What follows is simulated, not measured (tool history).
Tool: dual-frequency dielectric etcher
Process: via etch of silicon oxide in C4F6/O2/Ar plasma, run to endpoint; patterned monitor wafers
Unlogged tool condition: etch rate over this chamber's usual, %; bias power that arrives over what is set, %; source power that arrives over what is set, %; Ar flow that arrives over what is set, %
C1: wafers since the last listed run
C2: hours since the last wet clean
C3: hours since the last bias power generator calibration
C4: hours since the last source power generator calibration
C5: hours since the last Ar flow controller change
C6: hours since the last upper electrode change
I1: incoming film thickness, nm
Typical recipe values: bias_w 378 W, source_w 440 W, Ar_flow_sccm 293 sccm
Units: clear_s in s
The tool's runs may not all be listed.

{"run": 1, "hour": 0.0, "bias_w": 378, "source_w": 440, "Ar_flow_sccm": 293, "C1": 0, "C2": 297.8, "C3": 3579.8, "C4": 4256.2, "C5": 4950.2, "C6": 3831, "I1": 115.8, "clear_s": 28.5}
{"run": 2, "hour": 15.6, "bias_w": 378, "source_w": 440, "Ar_flow_sccm": 293, "C1": 199, "C2": 313.4, "C3": 3595.4, "C4": 4271.8, "C5": 4965.8, "C6": 3846.6, "I1": 116.7, "clear_s": 29}
{"hour": 33.0, "done": "bias power generator calibrated"}
{"run": 3, "hour": 33.5, "bias_w": 378, "source_w": 440, "Ar_flow_sccm": 293, "C1": 177, "C2": 331.3, "C3": 0.5, "C4": 4289.7, "C5": 4983.7, "C6": 3864.5, "I1": 118.2, "clear_s": 29.4}
{"run": 4, "hour": 41.2, "bias_w": 378, "source_w": 440, "Ar_flow_sccm": 293, "C1": 98, "C2": 339, "C3": 8.2, "C4": 4297.4, "C5": 4991.4, "C6": 3872.2, "I1": 117.3, "clear_s": 29.2}
{"run": 5, "hour": 48.6, "bias_w": 437, "source_w": 440, "Ar_flow_sccm": 293, "C1": 94, "C2": 346.4, "C3": 15.6, "C4": 4304.8, "C5": 4998.8, "C6": 3879.6, "I1": 117, "clear_s": 27.9}
{"hour": 80.0, "done": "wet clean of the chamber"}
{"run": 6, "hour": 80.5, "bias_w": 437, "source_w": 440, "Ar_flow_sccm": 293, "C1": 100, "C2": 0.5, "C3": 47.5, "C4": 4336.7, "C5": 5030.7, "C6": 3911.5, "I1": 117.5, "clear_s": 26.3}
{"run": 7, "hour": 80.8, "bias_w": 378, "source_w": 360, "Ar_flow_sccm": 313, "C1": 3, "C2": 0.8, "C3": 47.8, "C4": 4337, "C5": 5031, "C6": 3911.8, "I1": 115, "clear_s": 29.6}
{"run": 8, "hour": 81.1, "bias_w": 378, "source_w": 380, "Ar_flow_sccm": 263, "C1": 3, "C2": 1.1, "C3": 48.1, "C4": 4337.3, "C5": 5031.3, "C6": 3912.1, "I1": 116.9, "clear_s": 28.6}
{"run": 9, "hour": 91.8, "bias_w": 447, "source_w": 440, "Ar_flow_sccm": 243, "C1": 136, "C2": 11.8, "C3": 58.8, "C4": 4348, "C5": 5042, "C6": 3922.8, "I1": 116.7, "clear_s": 24.9}
{"run": 10, "hour": 107.6, "bias_w": 331, "source_w": 350, "Ar_flow_sccm": 258, "C1": 201, "C2": 27.6, "C3": 74.6, "C4": 4363.8, "C5": 5057.8, "C6": 3938.6, "I1": 117.3, "clear_s": 31.4}
{"run": 11, "hour": 123.1, "bias_w": 378, "source_w": 500, "Ar_flow_sccm": 293, "C1": 198, "C2": 43.1, "C3": 90.1, "C4": 4379.3, "C5": 5073.3, "C6": 3954.1, "I1": 117.7, "clear_s": 26.6}
{"run": 12, "hour": 130.3, "bias_w": 293, "source_w": 440, "Ar_flow_sccm": 319, "C1": 91, "C2": 50.3, "C3": 97.3, "C4": 4386.5, "C5": 5080.5, "C6": 3961.3, "I1": 117, "clear_s": 31.3}
{"run": 13, "hour": 139.3, "bias_w": 378, "source_w": 440, "Ar_flow_sccm": 293, "C1": 114, "C2": 59.3, "C3": 106.3, "C4": 4395.5, "C5": 5089.5, "C6": 3970.3, "I1": 116.7, "clear_s": 27.6}
{"run": 14, "hour": 153.3, "bias_w": 378, "source_w": 440, "Ar_flow_sccm": 293, "C1": 178, "C2": 73.3, "C3": 120.3, "C4": 4409.5, "C5": 5103.5, "C6": 3984.3, "I1": 117.3, "clear_s": 27.9}
{"hour": 191.9, "done": "source power generator calibrated"}
{"run": 15, "hour": 197.5, "bias_w": 341, "source_w": 510, "Ar_flow_sccm": 293, "C1": 513, "C2": 117.5, "C3": 164.5, "C4": 5.6, "C5": 5147.7, "C6": 4028.5, "I1": 115.5, "clear_s": 27.3}
{"hour": 230.9, "done": "Ar flow controller replaced"}
{"hour": 233.0, "done": "upper electrode replaced"}
{"run": 16, "hour": 233.5, "bias_w": 378, "source_w": 440, "Ar_flow_sccm": 293, "C1": 355, "C2": 153.5, "C3": 200.5, "C4": 41.6, "C5": 2.6, "C6": 0.5, "I1": 118.9, "clear_s": 28.8}
{"run": 17, "hour": 233.8, "bias_w": 425, "source_w": 400, "Ar_flow_sccm": 338, "C1": 3, "C2": 153.8, "C3": 200.8, "C4": 41.9, "C5": 2.9, "C6": 0.8, "I1": 117.7, "clear_s": 28.6}
{"run": 18, "hour": 238.0, "bias_w": 378, "source_w": 400, "Ar_flow_sccm": 314, "C1": 53, "C2": 158, "C3": 205, "C4": 46.1, "C5": 7.1, "C6": 5, "I1": 117, "clear_s": 29.6}
{"run": 19, "hour": 248.1, "bias_w": 340, "source_w": 440, "Ar_flow_sccm": 269, "C1": 129, "C2": 168.1, "C3": 215.1, "C4": 56.2, "C5": 17.2, "C6": 15.1, "I1": 117.3, "clear_s": 29.2}
{"run": 20, "hour": 259.9, "bias_w": 409, "source_w": 480, "Ar_flow_sccm": 255, "C1": 150, "C2": 179.9, "C3": 226.9, "C4": 68, "C5": 29, "C6": 26.9, "I1": 117.6, "clear_s": 26.3}
{"run": 21, "hour": 274.1, "bias_w": 298, "source_w": 470, "Ar_flow_sccm": 222, "C1": 181, "C2": 194.1, "C3": 241.1, "C4": 82.2, "C5": 43.2, "C6": 41.1, "I1": 116.8, "clear_s": 28.3}
{"run": 22, "hour": 284.1, "bias_w": 378, "source_w": 440, "Ar_flow_sccm": 293, "C1": 127, "C2": 204.1, "C3": 251.1, "C4": 92.2, "C5": 53.2, "C6": 51.1, "I1": 116.3, "clear_s": 27.9}
{"run": 23, "hour": 301.7, "bias_w": 344, "source_w": 520, "Ar_flow_sccm": 346, "C1": 224, "C2": 221.7, "C3": 268.7, "C4": 109.8, "C5": 70.8, "C6": 68.7, "I1": 117.5, "clear_s": 29.1}
{"run": 24, "hour": 316.1, "bias_w": 378, "source_w": 440, "Ar_flow_sccm": 257, "C1": 183, "C2": 236.1, "C3": 283.1, "C4": 124.2, "C5": 85.2, "C6": 83.1, "I1": 116.1, "clear_s": 27.4}
{"run": 25, "hour": 323.2, "bias_w": 469, "source_w": 410, "Ar_flow_sccm": 293, "C1": 90, "C2": 243.2, "C3": 290.2, "C4": 131.3, "C5": 92.3, "C6": 90.2, "I1": 118.6, "clear_s": 27.4}
{"run": 26, "hour": 335.1, "bias_w": 378, "source_w": 440, "Ar_flow_sccm": 293, "C1": 152, "C2": 255.1, "C3": 302.1, "C4": 143.2, "C5": 104.2, "C6": 102.1, "I1": 117.3, "clear_s": 28.5}
{"run": 27, "hour": 345.8, "bias_w": 378, "source_w": 440, "Ar_flow_sccm": 293, "C1": 136, "C2": 265.8, "C3": 312.8, "C4": 153.9, "C5": 114.9, "C6": 112.8, "I1": 115.7, "clear_s": 28.6}
{"run": 28, "hour": 371.8, "bias_w": 337, "source_w": 340, "Ar_flow_sccm": 293, "C1": 332, "C2": 291.8, "C3": 338.8, "C4": 179.9, "C5": 140.9, "C6": 138.8, "I1": 116.7, "clear_s": 32.8}
{"run": 29, "hour": 423.2, "bias_w": 332, "source_w": 490, "Ar_flow_sccm": 248, "C1": 656, "C2": 343.2, "C3": 390.2, "C4": 231.3, "C5": 192.3, "C6": 190.2, "I1": 116.8, "clear_s": 28.4}
{"run": 30, "hour": 433.2, "bias_w": 321, "source_w": 350, "Ar_flow_sccm": 361, "C1": 127, "C2": 353.2, "C3": 400.2, "C4": 241.3, "C5": 202.3, "C6": 200.2, "I1": 116.5, "clear_s": 34.1}

For some of the steps in clear_s from one run to the next: how much would appear even if the tool had no hidden state, given the settings, what came in and random variation, and how much remains for the hidden state plus any gauge scatter that the measured result and the result without hidden state don't share?
Run 5 -> 6: wet clean of the chamber. clear_s -1.6 s: hidden state -1.6, all else +0.
Run 9 -> 10: bias_w 447 -> 331, source_w 440 -> 350, Ar_flow_sccm 243 -> 258. clear_s +6.5 s: hidden state +0, all else +6.5.
Run 10 -> 11: bias_w 331 -> 378, source_w 350 -> 500, Ar_flow_sccm 258 -> 293. clear_s -4.8 s: hidden state +0, all else -4.8.
Run 14 -> 15: bias_w 378 -> 341, source_w 440 -> 510, source power generator calibrated. clear_s -0.6 s: hidden state +0.2, all else -0.8.
Run 29 -> 30: bias_w 332 -> 321, source_w 490 -> 350, Ar_flow_sccm 248 -> 361. clear_s +5.7 s: hidden state +0.3, all else +5.4.
